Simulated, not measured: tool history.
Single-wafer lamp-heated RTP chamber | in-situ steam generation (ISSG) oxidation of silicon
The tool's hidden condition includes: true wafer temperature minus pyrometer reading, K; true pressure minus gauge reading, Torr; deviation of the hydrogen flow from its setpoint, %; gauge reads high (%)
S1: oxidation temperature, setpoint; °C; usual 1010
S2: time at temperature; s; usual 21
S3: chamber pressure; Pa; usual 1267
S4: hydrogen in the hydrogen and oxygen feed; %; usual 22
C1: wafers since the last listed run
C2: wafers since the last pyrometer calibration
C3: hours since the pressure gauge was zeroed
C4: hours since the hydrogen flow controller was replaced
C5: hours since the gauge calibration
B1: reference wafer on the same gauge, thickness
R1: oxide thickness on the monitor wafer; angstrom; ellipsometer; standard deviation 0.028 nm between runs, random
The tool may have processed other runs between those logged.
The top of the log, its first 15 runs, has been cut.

| run | day | S1 | S2 | S3 | S4 | C1 | C2 | C3 | C4 | C5 | B1 | R1 |
|---|---|---|---|---|---|---|---|---|---|---|---|---|
|  | 46.154 | gauge calibrated |
| 16 | 47.821 | 1010 | 21 | 1267 | 22 | 501 | 6936 | 369 | 203.8 | 40 | 5.221 | 61.8 |
| 17 | 50.088 | 1010 | 16 | 1360 | 22 | 589 | 7525 | 423.4 | 258.2 | 94.4 | 5.219 | 54.14 |
| 18 | 52.654 | 1016 | 21 | 1093 | 19 | 667 | 8193 | 485 | 319.8 | 156 | 5.22 | 62.82 |
|  | 54.238 | pyrometer window cleaned and pyrometer calibrated |
| 19 | 54.258 | 1004 | 17 | 1267 | 31 | 330 | 4 | 523.5 | 358.3 | 194.5 | 5.22 | 56.71 |
| 20 | 56.829 | 1027 | 24 | 1120 | 17 | 668 | 673 | 585.2 | 420 | 256.2 | 5.219 | 65.82 |
| 21 | 58.883 | 1010 | 21 | 1267 | 22 | 534 | 1207 | 634.5 | 469.3 | 305.5 | 5.218 | 59.19 |
| 22 | 61.667 | 1010 | 25 | 1080 | 22 | 723 | 1931 | 701.3 | 536.1 | 372.3 | 5.218 | 65.64 |
| 23 | 63.246 | 992 | 21 | 1360 | 31 | 410 | 2342 | 739.2 | 574 | 410.2 | 5.218 | 58.59 |
| 24 | 65.342 | 1010 | 21 | 1267 | 28 | 545 | 2887 | 789.5 | 624.3 | 460.5 | 5.223 | 62.96 |
| 25 | 67.479 | 1003 | 27 | 1360 | 22 | 555 | 3443 | 840.8 | 675.6 | 511.8 | 5.221 | 65.06 |
| 26 | 68.938 | 1010 | 21 | 1267 | 22 | 379 | 3822 | 875.8 | 710.6 | 546.8 | 5.215 | 60 |
| 27 | 71.558 | 1010 | 21 | 1267 | 22 | 681 | 4504 | 938.7 | 773.5 | 609.7 | 5.217 | 60.22 |
| 28 | 74.179 | 1010 | 21 | 1107 | 28 | 681 | 5186 | 1001.6 | 836.4 | 672.6 | 5.219 | 65.18 |
| 29 | 75.604 | 1010 | 25 | 1080 | 22 | 370 | 5556 | 1035.8 | 870.6 | 706.8 | 5.225 | 66.92 |
| 30 | 77.392 | 997 | 14 | 1067 | 18 | 464 | 6021 | 1078.7 | 913.5 | 749.7 | 5.217 | 46.37 |

Predict each of these 5 candidate next runs independently; none follows another, all start after run 30:
| A | 77.408 | 1010 | 26 | 1267 | 22 | 4 | 6026 | 1079.1 | 913.9 | 750.1 | ? | ? |
| B | 77.408 | 1002 | 21 | 1360 | 19 | 4 | 6026 | 1079.1 | 913.9 | 750.1 | ? | ? |
| C | 77.408 | 1000 | 21 | 1267 | 22 | 4 | 6026 | 1079.1 | 913.9 | 750.1 | ? | ? |
| D | 77.408 | 1023 | 25 | 1120 | 22 | 4 | 6026 | 1079.1 | 913.9 | 750.1 | ? | ? |
| E | 77.408 | 1010 | 21 | 1360 | 16 | 4 | 6026 | 1079.1 | 913.9 | 750.1 | ? | ? |

| run | B1 | R1 |
|---|---|---|
| A | 5.215 | 67.71 |
| B | 5.215 | 56.23 |
| C | 5.215 | 58.25 |
| D | 5.215 | 71.7 |
| E | 5.215 | 56.25 |
With no hidden state in the tool, these same runs would have given:
| run | R1 |
|---|---|
| A | 65.4 |
| B | 54.5 |
| C | 56.47 |
| D | 69.1 |
| E | 54.43 |
